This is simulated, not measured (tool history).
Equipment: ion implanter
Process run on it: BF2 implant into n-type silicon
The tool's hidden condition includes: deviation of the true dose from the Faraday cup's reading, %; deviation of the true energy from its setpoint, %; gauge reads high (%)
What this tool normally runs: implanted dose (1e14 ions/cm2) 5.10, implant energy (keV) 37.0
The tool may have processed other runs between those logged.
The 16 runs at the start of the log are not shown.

run	hour	implanted dose (1e14 ions/cm2)	implant energy (keV)	wafers since the last listed run	hours since the last dose calibration	hours since the extraction supply was calibrated	hours since the gauge calibration	read-back reference wafer on the same gauge, sheet resistance	sheet resistance of the implanted and annealed layer (ohm/square)
17	982.8	5.10	28.0	704	302.5	192.4	62.3	231.92	250.00
18	1011.3	5.10	30.0	340	331.0	220.9	90.8	231.96	247.82
19	1036.8	6.39	42.0	304	356.5	246.4	116.3	232.32	196.54
20	1086.8	5.80	26.0	597	406.5	296.4	166.3	231.96	233.24
21	1112.9	6.09	25.5	312	432.6	322.5	192.4	231.98	227.74
22	1153.1	4.64	37.0	480	472.8	362.7	232.6	232.15	258.87
23	1190.9	5.99	48.5	451	510.6	400.5	270.4	232.13	203.81
24	1258.7	5.10	37.0	810	578.4	468.3	338.2	232.25	240.49
25	1288.3	5.10	37.0	353	608.0	497.9	367.8	231.87	241.38
26	1317.0	4.50	37.0	343	636.7	526.6	396.5	232.11	268.79
27	1345.3	5.10	37.0	338	665.0	554.9	424.8	232.08	240.84
28	1389.0	5.10	37.0	522	708.7	598.6	468.5	232.01	240.77
29	1430.2	4.57	41.0	492	749.9	639.8	509.7	231.90	263.43
30	1461.2	4.21	25.0	370	780.9	670.8	540.7	232.03	297.93

Forecast each of these 4 alternatives for the next run:
A	1461.6	5.10	37.0	4	781.3	671.2	541.1	?	?
B	1461.6	3.61	37.0	4	781.3	671.2	541.1	?	?
C	1461.6	4.19	45.5	4	781.3	671.2	541.1	?	?
D	1461.6	5.75	41.0	4	781.3	671.2	541.1	?	?

run	read-back reference wafer on the same gauge, sheet resistance	sheet resistance of the implanted and annealed layer (ohm/square)
A	232.07	240.96
B	232.07	325.20
C	232.07	279.63
D	232.07	215.27
Stripped of hidden state, with their random variation kept, the same runs would have yielded:
run	sheet resistance of the implanted and annealed layer (ohm/square)
A	236.35
B	318.57
C	273.89
D	211.26
